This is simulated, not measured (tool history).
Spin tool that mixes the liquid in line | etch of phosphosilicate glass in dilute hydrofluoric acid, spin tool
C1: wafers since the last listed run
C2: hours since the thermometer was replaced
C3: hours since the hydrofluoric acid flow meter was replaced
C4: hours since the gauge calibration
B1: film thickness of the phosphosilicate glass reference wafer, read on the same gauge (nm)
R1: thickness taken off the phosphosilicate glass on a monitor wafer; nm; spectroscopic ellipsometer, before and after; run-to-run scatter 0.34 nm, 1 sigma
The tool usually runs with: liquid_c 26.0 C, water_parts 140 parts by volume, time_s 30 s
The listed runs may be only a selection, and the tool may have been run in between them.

run 1 day=0.000 | liquid_c=26.0 water_parts=140 time_s=30 | C1=0 C2=1112.1 C3=756.2 C4=895.0 | B1=149.95 | R1=34.97
run 2 day=1.638 | liquid_c=26.0 water_parts=140 time_s=30 | C1=614 C2=1151.4 C3=795.5 C4=934.3 | B1=150.00 | R1=34.64
run 3 day=2.896 | liquid_c=26.0 water_parts=140 time_s=30 | C1=472 C2=1181.6 C3=825.7 C4=964.5 | B1=149.99 | R1=34.54
-- day=4.358 gauge calibrated
run 4 day=5.467 | liquid_c=26.0 water_parts=140 time_s=30 | C1=964 C2=1243.3 C3=887.4 C4=26.6 | B1=149.99 | R1=34.70
run 5 day=6.888 | liquid_c=26.0 water_parts=140 time_s=30 | C1=533 C2=1277.4 C3=921.5 C4=60.7 | B1=149.99 | R1=35.38
run 6 day=8.538 | liquid_c=22.0 water_parts=140 time_s=25 | C1=619 C2=1317.0 C3=961.1 C4=100.3 | B1=150.05 | R1=25.09
run 7 day=9.567 | liquid_c=22.0 water_parts=140 time_s=25 | C1=386 C2=1341.7 C3=985.8 C4=125.0 | B1=150.03 | R1=25.19
run 8 day=11.900 | liquid_c=22.0 water_parts=140 time_s=25 | C1=875 C2=1397.7 C3=1041.8 C4=181.0 | B1=150.04 | R1=25.15
run 9 day=13.442 | liquid_c=26.0 water_parts=140 time_s=30 | C1=578 C2=1434.7 C3=1078.8 C4=218.0 | B1=150.05 | R1=35.18
run 10 day=15.238 | liquid_c=26.0 water_parts=140 time_s=45 | C1=673 C2=1477.8 C3=1121.9 C4=261.1 | B1=149.93 | R1=53.99
run 11 day=16.546 | liquid_c=26.0 water_parts=140 time_s=45 | C1=490 C2=1509.2 C3=1153.3 C4=292.5 | B1=149.99 | R1=53.11
run 12 day=20.025 | liquid_c=26.0 water_parts=140 time_s=30 | C1=1305 C2=1592.7 C3=1236.8 C4=376.0 | B1=150.03 | R1=35.23
run 13 day=21.100 | liquid_c=26.0 water_parts=140 time_s=30 | C1=403 C2=1618.5 C3=1262.6 C4=401.8 | B1=150.07 | R1=36.00
run 14 day=22.279 | liquid_c=26.0 water_parts=140 time_s=30 | C1=442 C2=1646.8 C3=1290.9 C4=430.1 | B1=150.06 | R1=35.43
run 15 day=24.229 | liquid_c=26.0 water_parts=140 time_s=30 | C1=731 C2=1693.6 C3=1337.7 C4=476.9 | B1=149.96 | R1=36.02
-- day=24.529 hydrofluoric acid flow meter replaced
run 16 day=26.083 | liquid_c=26.0 water_parts=140 time_s=30 | C1=680 C2=1738.1 C3=37.3 C4=521.4 | B1=150.00 | R1=31.89
run 17 day=27.946 | liquid_c=26.0 water_parts=175 time_s=15 | C1=698 C2=1782.8 C3=82.0 C4=566.1 | B1=150.04 | R1=12.18
run 18 day=30.371 | liquid_c=26.0 water_parts=140 time_s=40 | C1=910 C2=1841.0 C3=140.2 C4=624.3 | B1=149.95 | R1=41.88
run 19 day=31.496 | liquid_c=21.0 water_parts=175 time_s=30 | C1=422 C2=1868.0 C3=167.2 C4=651.3 | B1=149.96 | R1=20.15
run 20 day=33.617 | liquid_c=22.0 water_parts=100 time_s=15 | C1=795 C2=1918.9 C3=218.1 C4=702.2 | B1=150.03 | R1=20.16
run 21 day=35.462 | liquid_c=26.0 water_parts=140 time_s=15 | C1=692 C2=1963.2 C3=262.4 C4=746.5 | B1=149.96 | R1=16.09
run 22 day=37.933 | liquid_c=23.0 water_parts=200 time_s=20 | C1=927 C2=2022.5 C3=321.7 C4=805.8 | B1=150.01 | R1=12.60
run 23 day=40.567 | liquid_c=26.0 water_parts=140 time_s=30 | C1=988 C2=2085.7 C3=384.9 C4=869.0 | B1=150.02 | R1=32.66
run 24 day=41.579 | liquid_c=23.0 water_parts=140 time_s=45 | C1=379 C2=2110.0 C3=409.2 C4=893.3 | B1=150.03 | R1=43.48
run 25 day=43.358 | liquid_c=28.5 water_parts=75 time_s=40 | C1=667 C2=2152.7 C3=451.9 C4=936.0 | B1=150.03 | R1=96.07
-- day=43.692 thermometer replaced
run 26 day=46.042 | liquid_c=26.0 water_parts=140 time_s=30 | C1=991 C2=56.4 C3=516.3 C4=1000.4 | B1=150.01 | R1=35.46
-- day=46.129 gauge calibrated
run 27 day=48.042 | liquid_c=30.5 water_parts=140 time_s=45 | C1=750 C2=104.4 C3=564.3 C4=45.9 | B1=150.02 | R1=64.20
run 28 day=50.833 | liquid_c=22.5 water_parts=105 time_s=20 | C1=1047 C2=171.4 C3=631.3 C4=112.9 | B1=150.01 | R1=28.49
run 29 day=53.746 | liquid_c=27.5 water_parts=140 time_s=30 | C1=1092 C2=241.3 C3=701.2 C4=182.8 | B1=149.99 | R1=38.44
run 30 day=56.242 | liquid_c=31.0 water_parts=95 time_s=40 | C1=936 C2=301.2 C3=761.1 C4=242.7 | B1=149.99 | R1=92.08
run 31 day=57.550 | liquid_c=26.0 water_parts=140 time_s=20 | C1=490 C2=332.6 C3=792.5 C4=274.1 | B1=149.94 | R1=23.81
run 32 day=59.833 | liquid_c=26.0 water_parts=175 time_s=45 | C1=856 C2=387.4 C3=847.3 C4=328.9 | B1=149.99 | R1=41.68

Entry by entry between the runs, the difference in hidden state between the last listed run before and the first listed run after:
After run 3, before run 4: gauge calibrated (day 4.358)
  liquid colder than its thermometer reads (K): 1.52 -> 1.59; hydrofluoric acid flow above the setpoint (%): 7.31 -> 7.84
  measured less the result without the state, R1: +0.82 -> +0.93 nm
After run 15, before run 16: hydrofluoric acid flow meter replaced (day 24.529)
  liquid colder than its thermometer reads (K): 2.1 -> 2.15; hydrofluoric acid flow above the setpoint (%): 11.7 -> 0.43
  measured less the result without the state, R1: +1.67 -> -2.55 nm
After run 25, before run 26: thermometer replaced (day 43.692)
  liquid colder than its thermometer reads (K): 2.62 -> 0.36; hydrofluoric acid flow above the setpoint (%): 3.95 -> 4.5
  measured less the result without the state, R1: -5.98 -> +1.31 nm
After run 26, before run 27: gauge calibrated (day 46.129)
  liquid colder than its thermometer reads (K): 0.36 -> 0.415; hydrofluoric acid flow above the setpoint (%): 4.5 -> 4.91
  measured less the result without the state, R1: +1.31 -> +2.61 nm
